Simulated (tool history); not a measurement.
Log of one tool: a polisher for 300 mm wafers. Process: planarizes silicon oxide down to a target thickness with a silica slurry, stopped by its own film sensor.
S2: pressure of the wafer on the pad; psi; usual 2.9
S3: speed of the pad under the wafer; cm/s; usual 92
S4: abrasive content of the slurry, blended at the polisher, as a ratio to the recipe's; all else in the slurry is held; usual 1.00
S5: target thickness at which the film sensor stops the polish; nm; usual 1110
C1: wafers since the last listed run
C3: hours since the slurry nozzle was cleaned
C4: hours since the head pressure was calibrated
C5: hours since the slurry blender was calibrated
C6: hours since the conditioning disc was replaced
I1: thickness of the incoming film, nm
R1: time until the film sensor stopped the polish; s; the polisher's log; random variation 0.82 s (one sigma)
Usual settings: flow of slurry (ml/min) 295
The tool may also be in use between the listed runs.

run 1 hour=0.0 | flow_of_slurry_(ml/min)=295 S2=2.9 S3=92 S4=1.00 S5=1110 | C1=0 wafers_polished_on_this_pad=815 C3=521.6 C4=1255.3 C5=5.4 C6=432.0 | I1=1218.6 | R1=67.7
run 2 hour=11.7 | flow_of_slurry_(ml/min)=295 S2=3.5 S3=100 S4=1.00 S5=1110 | C1=146 wafers_polished_on_this_pad=961 C3=533.3 C4=1267.0 C5=17.1 C6=443.7 | I1=1243.2 | R1=70.0
run 3 hour=29.6 | flow_of_slurry_(ml/min)=295 S2=2.9 S3=92 S4=1.00 S5=1136 | C1=223 wafers_polished_on_this_pad=1185 C3=551.2 C4=1284.9 C5=35.0 C6=461.6 | I1=1222.4 | R1=56.0
-- hour=44.8 worn pad replaced by a new one
run 4 hour=45.3 | flow_of_slurry_(ml/min)=235 S2=2.9 S3=92 S4=1.00 S5=1110 | C1=146 wafers_polished_on_this_pad=6 C3=566.9 C4=1300.6 C5=50.7 C6=477.3 | I1=1234.7 | R1=82.8
run 5 hour=51.1 | flow_of_slurry_(ml/min)=295 S2=2.9 S3=92 S4=1.00 S5=1110 | C1=72 wafers_polished_on_this_pad=79 C3=572.7 C4=1306.4 C5=56.5 C6=483.1 | I1=1249.1 | R1=90.2
run 6 hour=63.6 | flow_of_slurry_(ml/min)=295 S2=2.9 S3=92 S4=1.00 S5=1097 | C1=156 wafers_polished_on_this_pad=235 C3=585.2 C4=1318.9 C5=69.0 C6=495.6 | I1=1232.1 | R1=85.6
run 7 hour=71.8 | flow_of_slurry_(ml/min)=295 S2=2.9 S3=92 S4=1.00 S5=1097 | C1=102 wafers_polished_on_this_pad=338 C3=593.4 C4=1327.1 C5=77.2 C6=503.8 | I1=1225.1 | R1=79.4
-- hour=79.1 head pressure recalibrated
run 8 hour=88.9 | flow_of_slurry_(ml/min)=295 S2=2.9 S3=92 S4=1.00 S5=1097 | C1=188 wafers_polished_on_this_pad=527 C3=610.5 C4=9.8 C5=94.3 C6=520.9 | I1=1254.1 | R1=101.1
run 9 hour=106.3 | flow_of_slurry_(ml/min)=295 S2=2.9 S3=114 S4=1.00 S5=1110 | C1=217 wafers_polished_on_this_pad=744 C3=627.9 C4=27.2 C5=111.7 C6=538.3 | I1=1225.2 | R1=65.1
-- hour=107.9 slurry nozzle cleaned
run 10 hour=122.6 | flow_of_slurry_(ml/min)=295 S2=2.9 S3=92 S4=1.20 S5=1110 | C1=191 wafers_polished_on_this_pad=935 C3=14.7 C4=43.5 C5=128.0 C6=554.6 | I1=1239.7 | R1=76.9
-- hour=135.4 slurry blender recalibrated
run 11 hour=138.5 | flow_of_slurry_(ml/min)=295 S2=2.9 S3=112 S4=1.25 S5=1110 | C1=173 wafers_polished_on_this_pad=1109 C3=30.6 C4=59.4 C5=3.1 C6=570.5 | I1=1233.6 | R1=64.3
run 12 hour=154.7 | flow_of_slurry_(ml/min)=295 S2=2.9 S3=92 S4=1.00 S5=1082 | C1=202 wafers_polished_on_this_pad=1312 C3=46.8 C4=75.6 C5=19.3 C6=586.7 | I1=1230.0 | R1=91.9
-- hour=161.4 conditioning disc replaced and pad reconditioned
run 13 hour=161.9 | flow_of_slurry_(ml/min)=355 S2=3.6 S3=72 S4=1.00 S5=1132 | C1=65 wafers_polished_on_this_pad=1377 C3=54.0 C4=82.8 C5=26.5 C6=0.5 | I1=1247.1 | R1=53.0
-- hour=173.8 worn pad replaced by a new one
run 14 hour=175.2 | flow_of_slurry_(ml/min)=210 S2=2.9 S3=110 S4=1.00 S5=1110 | C1=116 wafers_polished_on_this_pad=16 C3=67.3 C4=96.1 C5=39.8 C6=13.8 | I1=1223.9 | R1=50.2
run 15 hour=188.5 | flow_of_slurry_(ml/min)=330 S2=3.5 S3=92 S4=1.00 S5=1110 | C1=166 wafers_polished_on_this_pad=183 C3=80.6 C4=109.4 C5=53.1 C6=27.1 | I1=1233.4 | R1=51.2
run 16 hour=197.9 | flow_of_slurry_(ml/min)=380 S2=2.9 S3=92 S4=1.00 S5=1089 | C1=117 wafers_polished_on_this_pad=300 C3=90.0 C4=118.8 C5=62.5 C6=36.5 | I1=1235.0 | R1=71.3
run 17 hour=209.2 | flow_of_slurry_(ml/min)=295 S2=2.9 S3=92 S4=1.00 S5=1110 | C1=141 wafers_polished_on_this_pad=442 C3=101.3 C4=130.1 C5=73.8 C6=47.8 | I1=1231.9 | R1=63.3
run 18 hour=222.5 | flow_of_slurry_(ml/min)=295 S2=2.0 S3=80 S4=1.00 S5=1110 | C1=166 wafers_polished_on_this_pad=608 C3=114.6 C4=143.4 C5=87.1 C6=61.1 | I1=1223.4 | R1=87.5
run 19 hour=236.4 | flow_of_slurry_(ml/min)=220 S2=2.9 S3=92 S4=1.00 S5=1144 | C1=173 wafers_polished_on_this_pad=782 C3=128.5 C4=157.3 C5=101.0 C6=75.0 | I1=1235.6 | R1=49.5
run 20 hour=248.8 | flow_of_slurry_(ml/min)=295 S2=2.9 S3=114 S4=1.00 S5=1110 | C1=155 wafers_polished_on_this_pad=937 C3=140.9 C4=169.7 C5=113.4 C6=87.4 | I1=1232.2 | R1=55.9
-- hour=251.0 slurry blender recalibrated
run 21 hour=261.8 | flow_of_slurry_(ml/min)=295 S2=2.9 S3=92 S4=1.00 S5=1110 | C1=137 wafers_polished_on_this_pad=1074 C3=153.9 C4=182.7 C5=10.8 C6=100.4 | I1=1233.0 | R1=65.6

5 ways to go on from here, each from the tool as it stands after run 21. What would each give?
run A hour=262.2 | flow_of_slurry_(ml/min)=295 S2=2.9 S3=92 S4=1.00 S5=1110 | C1=5 wafers_polished_on_this_pad=1079 C3=154.3 C4=183.1 C5=11.2 C6=100.8 | I1=1216.4 | R1=?
run B hour=262.2 | flow_of_slurry_(ml/min)=295 S2=3.2 S3=112 S4=1.00 S5=1082 | C1=5 wafers_polished_on_this_pad=1079 C3=154.3 C4=183.1 C5=11.2 C6=100.8 | I1=1216.4 | R1=?
run C hour=262.2 | flow_of_slurry_(ml/min)=325 S2=3.6 S3=92 S4=1.30 S5=1110 | C1=5 wafers_polished_on_this_pad=1079 C3=154.3 C4=183.1 C5=11.2 C6=100.8 | I1=1216.4 | R1=?
run D hour=262.2 | flow_of_slurry_(ml/min)=370 S2=2.9 S3=92 S4=1.00 S5=1110 | C1=5 wafers_polished_on_this_pad=1079 C3=154.3 C4=183.1 C5=11.2 C6=100.8 | I1=1216.4 | R1=?
run E hour=262.2 | flow_of_slurry_(ml/min)=335 S2=3.6 S3=92 S4=1.15 S5=1079 | C1=5 wafers_polished_on_this_pad=1079 C3=154.3 C4=183.1 C5=11.2 C6=100.8 | I1=1216.4 | R1=?

run=A R1=58.8
run=B R1=60.4
run=C R1=44.2
run=D R1=57.7
run=E R1=59.7
Without the tool's hidden state the same runs would have given:
run=A R1=50.5
run=B R1=50.0
run=C R1=37.0
run=D R1=49.5
run=E R1=50.0
